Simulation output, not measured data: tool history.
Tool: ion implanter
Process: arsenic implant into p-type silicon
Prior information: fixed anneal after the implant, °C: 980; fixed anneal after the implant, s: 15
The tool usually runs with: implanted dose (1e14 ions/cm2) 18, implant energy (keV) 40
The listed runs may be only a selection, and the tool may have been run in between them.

| run | hour | implanted dose (1e14 ions/cm2) | implant energy (keV) | read-back reference wafer on the same gauge, sheet resistance | sheet resistance of the implanted and annealed layer (ohm/square) |
|---|---|---|---|---|---|
| 1 | 0 | 18 | 40 | 83.93 | 88.56 |
|  | 62 | gauge calibrated |
| 2 | 87.8 | 21.4 | 40 | 83.88 | 84.8 |
| 3 | 107.9 | 18 | 40 | 83.92 | 88.38 |
| 4 | 135.6 | 18 | 40 | 83.89 | 88.57 |
| 5 | 168.7 | 18 | 40 | 83.96 | 88.42 |
| 6 | 191.3 | 18 | 40 | 83.94 | 88.75 |
| 7 | 203.6 | 18 | 40 | 83.88 | 88.8 |
| 8 | 230.6 | 18 | 40 | 83.84 | 89.12 |
| 9 | 260.4 | 16.68 | 30 | 83.87 | 102.39 |
| 10 | 286.9 | 18 | 40 | 84.02 | 88.65 |
| 11 | 309.8 | 18 | 40 | 83.86 | 89.09 |
| 12 | 341.2 | 21.67 | 40 | 83.96 | 84.74 |
| 13 | 355.5 | 13.76 | 30.5 | 83.95 | 108.54 |
| 14 | 388.5 | 18 | 40 | 83.95 | 88.62 |
| 15 | 412.3 | 13.22 | 31.5 | 83.84 | 109.12 |
|  | 420.7 | extraction supply calibrated |
| 16 | 437.3 | 18 | 40 | 83.81 | 88.62 |
| 17 | 461.4 | 20.68 | 46.5 | 83.94 | 80.6 |
| 18 | 478.8 | 21.42 | 32.5 | 83.87 | 94.09 |
|  | 517.9 | Faraday cup replaced and dose calibrated |
| 19 | 518.4 | 14.86 | 27 | 83.74 | 110.3 |
| 20 | 549.5 | 21.77 | 52.5 | 83.85 | 74.6 |
| 21 | 578.3 | 14.18 | 50.5 | 83.95 | 88.86 |
| 22 | 606.9 | 16.24 | 48.5 | 83.93 | 84.73 |
| 23 | 635.5 | 12.9 | 35.5 | 84 | 104.04 |
| 24 | 650.3 | 18 | 52.5 | 84.01 | 80.24 |
| 25 | 667.9 | 21.67 | 40 | 83.88 | 84.59 |
| 26 | 685.3 | 20.78 | 28 | 83.83 | 101.17 |
| 27 | 703.1 | 18 | 40 | 83.77 | 88.26 |
| 28 | 737.2 | 20.82 | 51 | 83.85 | 77.4 |
| 29 | 759 | 18 | 40 | 83.82 | 88.83 |
| 30 | 778.1 | 16.68 | 30 | 83.95 | 102.58 |
| 31 | 807.2 | 18 | 40 | 83.83 | 88.14 |
| 32 | 824.1 | 13.33 | 53.5 | 83.9 | 91.64 |
| 33 | 855.4 | 18 | 40 | 83.92 | 88.49 |
| 34 | 878.2 | 20.7 | 53.5 | 83.91 | 76.01 |
| 35 | 894.2 | 13.82 | 36 | 83.9 | 101.08 |
|  | 904.4 | gauge calibrated |
| 36 | 961.8 | 18 | 40 | 84.04 | 88.68 |

Exercise: give the hidden state of the tool at every run:
deviation of the true energy from its setpoint, %: 0 across all the runs
gauge reads high (%): 0 across all the runs
H1: deviation of the true dose from the Faraday cup's reading, %
| run | H1 |
|---|---|
| 1 | -3.61 |
| 2 | -4.15 |
| 3 | -4.25 |
| 4 | -4.38 |
| 5 | -4.52 |
| 6 | -4.61 |
| 7 | -4.66 |
| 8 | -4.75 |
| 9 | -4.84 |
| 10 | -4.92 |
| 11 | -4.98 |
| 12 | -5.06 |
| 13 | -5.09 |
| 14 | -5.15 |
| 15 | -5.2 |
| 16 | -5.24 |
| 17 | -5.28 |
| 18 | -5.31 |
| 19 | -0.533 |
| 20 | -1.05 |
| 21 | -1.48 |
| 22 | -1.87 |
| 23 | -2.22 |
| 24 | -2.39 |
| 25 | -2.58 |
| 26 | -2.76 |
| 27 | -2.94 |
| 28 | -3.24 |
| 29 | -3.42 |
| 30 | -3.56 |
| 31 | -3.77 |
| 32 | -3.88 |
| 33 | -4.07 |
| 34 | -4.19 |
| 35 | -4.27 |
| 36 | -4.58 |
